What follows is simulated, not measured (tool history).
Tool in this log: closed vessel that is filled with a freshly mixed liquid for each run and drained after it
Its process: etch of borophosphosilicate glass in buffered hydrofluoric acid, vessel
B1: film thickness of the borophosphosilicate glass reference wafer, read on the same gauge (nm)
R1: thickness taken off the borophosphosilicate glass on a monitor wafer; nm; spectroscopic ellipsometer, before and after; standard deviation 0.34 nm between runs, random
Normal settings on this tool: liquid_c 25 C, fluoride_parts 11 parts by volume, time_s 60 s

{"run": 1, "hour": 0.0, "liquid_c": 25, "fluoride_parts": 11, "time_s": 60, "B1": 40.02, "R1": 102.26}
{"run": 2, "hour": 48.6, "liquid_c": 25, "fluoride_parts": 11, "time_s": 60, "B1": 39.99, "R1": 102.01}
{"run": 3, "hour": 85.1, "liquid_c": 23.5, "fluoride_parts": 11, "time_s": 60, "B1": 39.98, "R1": 93.86}
{"run": 4, "hour": 116.7, "liquid_c": 23.5, "fluoride_parts": 11, "time_s": 60, "B1": 40, "R1": 92.99}
{"run": 5, "hour": 176.8, "liquid_c": 25, "fluoride_parts": 11, "time_s": 60, "B1": 39.99, "R1": 101.07}
{"run": 6, "hour": 215.7, "liquid_c": 25, "fluoride_parts": 11, "time_s": 35, "B1": 39.95, "R1": 58.72}
{"run": 7, "hour": 240.3, "liquid_c": 25, "fluoride_parts": 11, "time_s": 35, "B1": 39.98, "R1": 59.03}
{"run": 8, "hour": 287.5, "liquid_c": 25, "fluoride_parts": 11, "time_s": 60, "B1": 40.01, "R1": 100.45}
{"run": 9, "hour": 342.3, "liquid_c": 28, "fluoride_parts": 12.5, "time_s": 60, "B1": 39.98, "R1": 103.61}
{"hour": 380.4, "done": "thermometer replaced"}
{"run": 10, "hour": 400.5, "liquid_c": 20.5, "fluoride_parts": 7, "time_s": 75, "B1": 40.06, "R1": 163.87}
{"hour": 515.7, "done": "gauge calibrated"}
{"hour": 533.9, "done": "hydrofluoric acid flow meter replaced"}
{"run": 11, "hour": 562.2, "liquid_c": 25, "fluoride_parts": 13, "time_s": 80, "B1": 40.07, "R1": 121.51}
{"run": 12, "hour": 612.2, "liquid_c": 28.5, "fluoride_parts": 9.5, "time_s": 45, "B1": 39.96, "R1": 109.94}
{"run": 13, "hour": 676.4, "liquid_c": 25, "fluoride_parts": 11, "time_s": 60, "B1": 39.97, "R1": 106.99}
{"run": 14, "hour": 713.6, "liquid_c": 28.5, "fluoride_parts": 13.5, "time_s": 45, "B1": 40.03, "R1": 78.81}
{"run": 15, "hour": 750.2, "liquid_c": 25, "fluoride_parts": 11, "time_s": 60, "B1": 39.99, "R1": 107.18}
{"run": 16, "hour": 793.7, "liquid_c": 21, "fluoride_parts": 11, "time_s": 60, "B1": 40.02, "R1": 85.96}

Below, some changes in R1 between adjacent runs. For each, the amount present without the hidden state too (settings, incoming material, random variation) and the amount remaining for the hidden state with gauge scatter not shared by both compared results:
What the log doesn't record here: liquid colder than its thermometer reads (K); hydrofluoric acid flow above the setpoint (%); gauge reads high (%).
Run 9 -> 10: liquid_c 28 -> 20.5, fluoride_parts 12.5 -> 7, time_s 60 -> 75, thermometer replaced. R1 +60.26 nm: hidden state +8.38, all else +51.88.
